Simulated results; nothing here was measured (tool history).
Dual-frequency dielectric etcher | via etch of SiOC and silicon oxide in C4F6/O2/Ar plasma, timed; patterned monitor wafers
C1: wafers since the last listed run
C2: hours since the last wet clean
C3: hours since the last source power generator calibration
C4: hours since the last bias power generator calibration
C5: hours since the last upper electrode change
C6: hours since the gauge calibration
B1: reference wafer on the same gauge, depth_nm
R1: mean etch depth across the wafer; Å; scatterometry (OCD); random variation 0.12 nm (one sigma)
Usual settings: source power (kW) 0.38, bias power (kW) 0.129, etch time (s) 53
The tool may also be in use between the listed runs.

run 1 hour=0 | source_power_(kW)=0.38 bias_power_(kW)=0.129 etch_time_(s)=53 | C1=0 C2=295.4 C3=4361.6 C4=4001 C5=4768 C6=457.3 | B1=49 | R1=564
run 2 hour=16.3 | source_power_(kW)=0.38 bias_power_(kW)=0.129 etch_time_(s)=53 | C1=177 C2=311.7 C3=4377.9 C4=4017.3 C5=4784.3 C6=473.6 | B1=49 | R1=566
-- hour=25.4 bias power generator calibrated
run 3 hour=45.7 | source_power_(kW)=0.38 bias_power_(kW)=0.129 etch_time_(s)=53 | C1=277 C2=341.1 C3=4407.3 C4=20.3 C5=4813.7 C6=503 | B1=49 | R1=568
-- hour=74.7 upper electrode replaced
run 4 hour=75.2 | source_power_(kW)=0.38 bias_power_(kW)=0.148 etch_time_(s)=53 | C1=60 C2=370.6 C3=4436.8 C4=49.8 C5=0.5 C6=532.5 | B1=49 | R1=581
run 5 hour=131.6 | source_power_(kW)=0.38 bias_power_(kW)=0.148 etch_time_(s)=53 | C1=615 C2=427 C3=4493.2 C4=106.2 C5=56.9 C6=588.9 | B1=49 | R1=582
run 6 hour=161.9 | source_power_(kW)=0.38 bias_power_(kW)=0.129 etch_time_(s)=53 | C1=330 C2=457.3 C3=4523.5 C4=136.5 C5=87.2 C6=619.2 | B1=49 | R1=570
-- hour=200.3 wet clean of the chamber
run 7 hour=200.8 | source_power_(kW)=0.38 bias_power_(kW)=0.129 etch_time_(s)=53 | C1=162 C2=0.5 C3=4562.4 C4=175.4 C5=126.1 C6=658.1 | B1=49 | R1=561
run 8 hour=202.4 | source_power_(kW)=0.38 bias_power_(kW)=0.129 etch_time_(s)=53 | C1=17 C2=2.1 C3=4564 C4=177 C5=127.7 C6=659.7 | B1=49 | R1=565
run 9 hour=227.5 | source_power_(kW)=0.38 bias_power_(kW)=0.129 etch_time_(s)=53 | C1=273 C2=27.2 C3=4589.1 C4=202.1 C5=152.8 C6=684.8 | B1=49 | R1=563
run 10 hour=249.5 | source_power_(kW)=0.38 bias_power_(kW)=0.129 etch_time_(s)=53 | C1=240 C2=49.2 C3=4611.1 C4=224.1 C5=174.8 C6=706.8 | B1=49 | R1=564
-- hour=252.8 gauge calibrated
run 11 hour=263.8 | source_power_(kW)=0.38 bias_power_(kW)=0.129 etch_time_(s)=38 | C1=156 C2=63.5 C3=4625.4 C4=238.4 C5=189.1 C6=11 | B1=49 | R1=403
run 12 hour=280.2 | source_power_(kW)=0.3 bias_power_(kW)=0.129 etch_time_(s)=62 | C1=178 C2=79.9 C3=4641.8 C4=254.8 C5=205.5 C6=27.4 | B1=49 | R1=622
run 13 hour=292.4 | source_power_(kW)=0.47 bias_power_(kW)=0.143 etch_time_(s)=53 | C1=133 C2=92.1 C3=4654 C4=267 C5=217.7 C6=39.6 | B1=49 | R1=605
run 14 hour=310.7 | source_power_(kW)=0.32 bias_power_(kW)=0.099 etch_time_(s)=62 | C1=199 C2=110.4 C3=4672.3 C4=285.3 C5=236 C6=57.9 | B1=49 | R1=607
run 15 hour=328 | source_power_(kW)=0.33 bias_power_(kW)=0.129 etch_time_(s)=53 | C1=188 C2=127.7 C3=4689.6 C4=302.6 C5=253.3 C6=75.2 | B1=49 | R1=544
run 16 hour=346.5 | source_power_(kW)=0.47 bias_power_(kW)=0.143 etch_time_(s)=53 | C1=201 C2=146.2 C3=4708.1 C4=321.1 C5=271.8 C6=93.7 | B1=49 | R1=609
-- hour=355.6 source power generator calibrated
run 17 hour=361.8 | source_power_(kW)=0.38 bias_power_(kW)=0.099 etch_time_(s)=68 | C1=123 C2=161.5 C3=6.2 C4=336.4 C5=287.1 C6=109 | B1=49 | R1=694
run 18 hour=375.5 | source_power_(kW)=0.38 bias_power_(kW)=0.129 etch_time_(s)=53 | C1=149 C2=175.2 C3=19.9 C4=350.1 C5=300.8 C6=122.7 | B1=49 | R1=566

Run 19 comes next. What will it give?
run 19 hour=406.7 | source_power_(kW)=0.44 bias_power_(kW)=0.104 etch_time_(s)=53 | C1=340 C2=206.4 C3=51.1 C4=381.3 C5=332 C6=153.9 | B1=? | R1=?

Run 19 gave B1 49, R1 567 Å.
Without the tool's hidden state the same run would have given R1 564 Å.

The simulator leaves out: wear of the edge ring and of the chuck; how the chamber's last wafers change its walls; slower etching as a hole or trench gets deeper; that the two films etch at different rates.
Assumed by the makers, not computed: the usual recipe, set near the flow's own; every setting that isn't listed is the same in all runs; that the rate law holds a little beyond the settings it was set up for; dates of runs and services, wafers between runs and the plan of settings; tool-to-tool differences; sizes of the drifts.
